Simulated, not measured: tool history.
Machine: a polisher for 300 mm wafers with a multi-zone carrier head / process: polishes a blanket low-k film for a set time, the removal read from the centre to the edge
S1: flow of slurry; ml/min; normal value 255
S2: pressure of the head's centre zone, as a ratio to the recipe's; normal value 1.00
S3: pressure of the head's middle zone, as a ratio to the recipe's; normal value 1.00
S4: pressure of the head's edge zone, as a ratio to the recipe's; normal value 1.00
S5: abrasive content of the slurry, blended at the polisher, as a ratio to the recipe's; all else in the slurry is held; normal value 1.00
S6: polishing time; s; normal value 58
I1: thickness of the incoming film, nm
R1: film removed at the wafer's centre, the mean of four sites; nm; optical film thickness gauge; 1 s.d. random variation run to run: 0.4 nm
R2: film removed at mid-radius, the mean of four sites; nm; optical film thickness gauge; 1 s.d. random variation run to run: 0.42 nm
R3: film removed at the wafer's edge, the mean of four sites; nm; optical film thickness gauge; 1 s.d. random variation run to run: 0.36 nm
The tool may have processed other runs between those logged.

run	day	S1	S2	S3	S4	S5	S6	I1	R1	R2	R3
1	0.000	255	1.00	1.00	1.00	1.00	58	384.0	26.8	27.3	28.4
2	0.333	255	1.03	1.00	1.00	1.00	43	373.5	20.6	20.7	20.9
3	0.642	255	1.03	1.00	1.00	1.00	43	381.4	20.6	20.8	20.7
# day 0.967: worn pad replaced by a new one
4	0.996	255	1.03	1.00	1.00	1.00	43	380.5	23.2	23.5	23.4
5	1.638	255	1.00	1.00	1.00	1.00	58	381.6	29.8	30.4	30.7
6	2.167	255	1.00	1.00	1.00	1.00	58	384.1	28.9	29.7	30.6
7	2.812	255	1.00	1.00	1.00	1.00	58	380.0	28.8	28.7	29.9
# day 3.371: slurry nozzle cleaned
8	3.396	255	1.00	1.00	0.95	1.00	58	384.1	27.5	29.2	28.3
9	3.854	255	1.00	1.00	0.95	1.00	58	383.4	28.2	28.9	28.0
10	4.229	255	1.00	1.00	0.97	1.20	58	373.5	28.8	30.2	30.4
11	4.721	345	1.00	1.00	1.00	1.00	58	380.5	29.0	29.7	29.9
12	5.300	255	1.00	1.00	1.00	1.00	58	380.0	27.2	28.5	28.7
13	5.800	255	1.10	1.00	0.92	1.00	66	381.4	33.3	32.5	31.3
# day 5.975: edge zone pressure recalibrated
# day 6.367: carrier head's membrane replaced by a new one
14	6.388	255	1.00	1.00	1.00	1.00	58	384.4	27.6	28.0	28.4
# day 6.488: centre zone pressure recalibrated
15	6.508	255	1.00	1.00	0.95	1.00	58	377.0	27.5	28.4	27.1
16	7.104	175	1.00	1.04	0.89	1.00	71	381.2	30.9	33.2	31.0
17	7.462	255	1.00	1.00	1.00	1.00	58	374.4	26.9	28.4	28.1
# day 7.729: worn pad replaced by a new one
18	8.188	315	0.89	0.91	1.00	1.00	44	384.0	21.2	22.4	23.6
19	8.796	190	1.00	0.97	1.06	1.00	58	376.8	27.0	28.0	30.1
20	9.421	300	1.00	0.94	1.00	1.00	58	377.9	28.7	28.4	30.9
21	10.079	255	1.00	1.00	1.08	0.90	47	381.2	21.5	22.6	23.7

5 options for the next run, each taken on its own from the tool as it stands now. Forecast them:
A	10.096	255	1.00	1.06	1.00	1.00	58	382.5	?	?	?
B	10.096	230	1.00	1.00	1.00	1.00	58	382.5	?	?	?
C	10.096	255	1.00	1.00	1.00	1.00	64	382.5	?	?	?
D	10.096	170	1.05	1.00	1.00	0.70	42	382.5	?	?	?
E	10.096	255	1.00	1.00	1.00	1.15	58	382.5	?	?	?

run	R1	R2	R3
A	27.6	30.7	29.2
B	27.2	28.9	28.9
C	30.5	32.4	32.2
D	16.9	17.3	17.6
E	29.1	30.8	30.7
Take away the tool's hidden state, keep each run's random variation, and the runs would have read:
run	R1	R2	R3
A	29.7	33.0	31.4
B	29.3	31.1	31.1
C	32.8	34.8	34.7
D	18.2	18.7	18.9
E	31.3	33.2	33.0

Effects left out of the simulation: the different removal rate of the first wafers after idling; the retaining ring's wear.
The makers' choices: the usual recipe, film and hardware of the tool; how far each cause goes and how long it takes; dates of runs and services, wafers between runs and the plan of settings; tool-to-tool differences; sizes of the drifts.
